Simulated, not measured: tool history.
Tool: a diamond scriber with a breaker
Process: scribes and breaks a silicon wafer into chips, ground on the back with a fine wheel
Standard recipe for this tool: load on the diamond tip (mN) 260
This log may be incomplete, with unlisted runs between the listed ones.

run,hour,load on the diamond tip (mN),"incoming depth of the damage left on the back of the incoming wafer, um",depth of the median crack under the scribed line (nm),chips rejected at inspection after the break (%)
1,0.0,260,2.78,9760,5.89
2,15.9,260,1.81,9820,4.38
3,27.1,311,2.40,11360,2.58
4,39.9,311,1.90,11260,1.96
5,50.4,311,2.72,11270,3.11
6,64.9,260,2.78,9720,6.76
# hour 73.2: load on the tip recalibrated
7,74.7,260,1.89,9840,4.64
8,90.2,260,2.65,9800,6.19
9,106.3,219,2.67,8490,14.25
10,122.5,219,2.33,8610,13.38
11,133.3,302,1.93,10740,2.06
12,148.3,284,2.14,10630,3.07
# hour 160.3: diamond tip replaced by a new one
13,160.8,308,2.95,9810,7.05
14,171.7,235,2.71,7950,21.97
15,185.4,334,2.72,10250,4.37
16,192.7,232,1.71,7830,20.99
# hour 195.3: diamond tip replaced by a new one, repeated, since the last time left the tool worse
17,203.8,260,1.74,11120,1.91
18,211.1,260,1.87,10960,2.08
19,223.6,205,2.40,9230,9.43
20,232.9,183,2.83,8380,18.66
21,239.7,292,1.72,11940,2.61

3 ways to go on from here, each from the tool as it stands after run 21. What would each give?
A,240.3,260,1.94,?,?
B,240.3,286,1.94,?,?
C,240.3,296,1.94,?,?

run,depth of the median crack under the scribed line (nm),chips rejected at inspection after the break (%)
A,11030,2.15
B,11830,2.51
C,12140,3.08
What these runs would have given with no unlogged condition in the tool:
run,depth of the median crack under the scribed line (nm),chips rejected at inspection after the break (%)
A,11210,2.07
B,12030,2.86
C,12340,3.58

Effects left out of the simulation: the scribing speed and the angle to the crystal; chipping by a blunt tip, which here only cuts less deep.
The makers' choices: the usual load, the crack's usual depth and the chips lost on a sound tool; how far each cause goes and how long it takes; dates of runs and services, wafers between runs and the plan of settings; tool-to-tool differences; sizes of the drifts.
